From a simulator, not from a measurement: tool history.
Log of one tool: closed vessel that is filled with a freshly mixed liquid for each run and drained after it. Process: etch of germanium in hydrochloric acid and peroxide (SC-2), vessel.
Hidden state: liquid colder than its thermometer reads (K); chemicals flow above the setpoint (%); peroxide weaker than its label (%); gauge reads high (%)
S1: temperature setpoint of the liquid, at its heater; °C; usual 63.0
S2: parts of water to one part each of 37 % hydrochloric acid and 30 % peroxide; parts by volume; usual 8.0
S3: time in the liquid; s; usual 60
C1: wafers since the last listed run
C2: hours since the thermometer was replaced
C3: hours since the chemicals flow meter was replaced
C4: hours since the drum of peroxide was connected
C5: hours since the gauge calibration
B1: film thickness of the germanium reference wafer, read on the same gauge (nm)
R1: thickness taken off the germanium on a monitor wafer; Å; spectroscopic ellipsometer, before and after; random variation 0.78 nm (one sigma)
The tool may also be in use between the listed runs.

Run 1, hour 0.0: usual settings; C1 0; C2 435.7; C3 186.9; C4 577.3; C5 1008.2; B1 100.00. Result: R1 1362.6 Å.
Run 2, hour 41.8: usual settings but S3 75 s; C1 5513; C2 477.5; C3 228.7; C4 619.1; C5 1050.0; B1 100.01. Result: R1 1705.4 Å.
Run 3, hour 72.0: usual settings but S3 75 s; C1 3983; C2 507.7; C3 258.9; C4 649.3; C5 1080.2; B1 99.99. Result: R1 1673.1 Å.
Run 4, hour 138.2: usual settings but S3 75 s; C1 8731; C2 573.9; C3 325.1; C4 715.5; C5 1146.4; B1 100.00. Result: R1 1678.9 Å.
At hour 203.3: new drum of peroxide connected.
Run 5, hour 208.4: usual settings but S3 65 s; C1 9127; C2 644.1; C3 395.3; C4 5.1; C5 1216.6; B1 100.02. Result: R1 1455.7 Å.
Run 6, hour 276.4: usual settings but S2 10.5 parts by volume; C1 8969; C2 712.1; C3 463.3; C4 73.1; C5 1284.6; B1 100.00. Result: R1 1300.0 Å.
Run 7, hour 300.6: usual settings; C1 3192; C2 736.3; C3 487.5; C4 97.3; C5 1308.8; B1 99.99. Result: R1 1349.0 Å.
Run 8, hour 363.1: usual settings; C1 8243; C2 798.8; C3 550.0; C4 159.8; C5 1371.3; B1 100.01. Result: R1 1344.2 Å.
Run 9, hour 406.7: usual settings but S1 56.0 °C, S3 85 s; C1 5750; C2 842.4; C3 593.6; C4 203.4; C5 1414.9; B1 100.00. Result: R1 1518.6 Å.
Run 10, hour 461.4: usual settings but S1 56.0 °C, S3 85 s; C1 7215; C2 897.1; C3 648.3; C4 258.1; C5 1469.6; B1 99.98. Result: R1 1529.3 Å.
Run 11, hour 532.9: usual settings but S1 56.0 °C, S3 85 s; C1 9431; C2 968.6; C3 719.8; C4 329.6; C5 1541.1; B1 100.01. Result: R1 1523.2 Å.
Run 12, hour 604.3: usual settings; C1 9417; C2 1040.0; C3 791.2; C4 401.0; C5 1612.5; B1 99.98. Result: R1 1323.7 Å.
Run 13, hour 659.0: usual settings but S1 53.5 °C; C1 7215; C2 1094.7; C3 845.9; C4 455.7; C5 1667.2; B1 100.02. Result: R1 987.5 Å.
Run 14, hour 709.1: usual settings; C1 6608; C2 1144.8; C3 896.0; C4 505.8; C5 1717.3; B1 99.99. Result: R1 1324.9 Å.
Run 15, hour 771.8: usual settings but S1 66.0 °C, S2 9.5 parts by volume, S3 30 s; C1 8270; C2 1207.5; C3 958.7; C4 568.5; C5 1780.0; B1 99.98. Result: R1 701.8 Å.
Run 16, hour 798.0: usual settings but S1 66.0 °C, S2 11.5 parts by volume; C1 3455; C2 1233.7; C3 984.9; C4 594.7; C5 1806.2; B1 99.98. Result: R1 1359.1 Å.
At hour 809.0: thermometer replaced.
Run 17, hour 849.7: usual settings but S2 4.5 parts by volume; C1 6687; C2 40.7; C3 1036.6; C4 646.4; C5 1857.9; B1 100.00. Result: R1 1409.9 Å.
Run 18, hour 901.9: usual settings but S1 56.0 °C, S3 85 s; C1 6885; C2 92.9; C3 1088.8; C4 698.6; C5 1910.1; B1 100.00. Result: R1 1565.1 Å.
Run 19, hour 949.4: usual settings but S1 68.0 °C, S2 6.0 parts by volume, S3 40 s; C1 6265; C2 140.4; C3 1136.3; C4 746.1; C5 1957.6; B1 100.00. Result: R1 1069.7 Å.
At hour 959.5: chemicals flow meter replaced.
At hour 982.0: new drum of peroxide connected.
Run 20, hour 984.9: usual settings but S1 59.5 °C, S3 45 s; C1 4418; C2 175.9; C3 25.4; C4 2.9; C5 1993.1; B1 100.01. Result: R1 924.9 Å.
Run 21, hour 1027.7: usual settings; C1 5645; C2 218.7; C3 68.2; C4 45.7; C5 2035.9; B1 100.00. Result: R1 1355.3 Å.
At hour 1069.6: gauge calibrated.
Run 22, hour 1075.0: usual settings but S1 72.0 °C, S3 35 s; C1 6239; C2 266.0; C3 115.5; C4 93.0; C5 5.4; B1 100.00. Result: R1 1017.0 Å.
Run 23, hour 1121.1: usual settings but S1 70.5 °C, S2 10.0 parts by volume, S3 50 s; C1 6080; C2 312.1; C3 161.6; C4 139.1; C5 51.5; B1 100.00. Result: R1 1360.2 Å.
Run 24, hour 1183.6: usual settings but S1 70.0 °C, S3 45 s; C1 8243; C2 374.6; C3 224.1; C4 201.6; C5 114.0; B1 99.99. Result: R1 1244.1 Å.
Run 25, hour 1221.7: usual settings but S1 69.5 °C, S2 6.0 parts by volume; C1 5025; C2 412.7; C3 262.2; C4 239.7; C5 152.1; B1 99.97. Result: R1 1648.8 Å.
Run 26, hour 1291.0: usual settings but S1 67.5 °C, S2 7.0 parts by volume, S3 50 s; C1 9140; C2 482.0; C3 331.5; C4 309.0; C5 221.4; B1 100.01. Result: R1 1292.8 Å.
Run 27, hour 1397.9: usual settings; C1 14100; C2 588.9; C3 438.4; C4 415.9; C5 328.3; B1 99.99. Result: R1 1338.2 Å.
Run 28, hour 1425.4: usual settings but S1 60.0 °C, S2 7.0 parts by volume, S3 35 s; C1 3627; C2 616.4; C3 465.9; C4 443.4; C5 355.8; B1 100.00. Result: R1 722.9 Å.
Run 29, hour 1490.4: usual settings but S1 59.5 °C, S2 6.5 parts by volume, S3 85 s; C1 8573; C2 681.4; C3 530.9; C4 508.4; C5 420.8; B1 99.97. Result: R1 1712.9 Å.

The same runs without the tool's hidden state, with the same run-to-run variation:
run      R1
  1  1387.9
  2  1739.1
  3  1708.1
  4  1717.5
  5  1492.7
  6  1335.7
  7  1387.7
  8  1385.6
  9  1570.1
 10  1584.1
 11  1582.1
 12  1375.7
 13  1030.9
 14  1381.9
 15   732.6
 16  1419.3
 17  1420.0
 18  1579.5
 19  1080.7
 20   936.0
 21  1373.2
 22  1031.1
 23  1380.9
 24  1266.2
 25  1680.4
 26  1320.7
 27  1372.7
 28   742.7
 29  1764.2
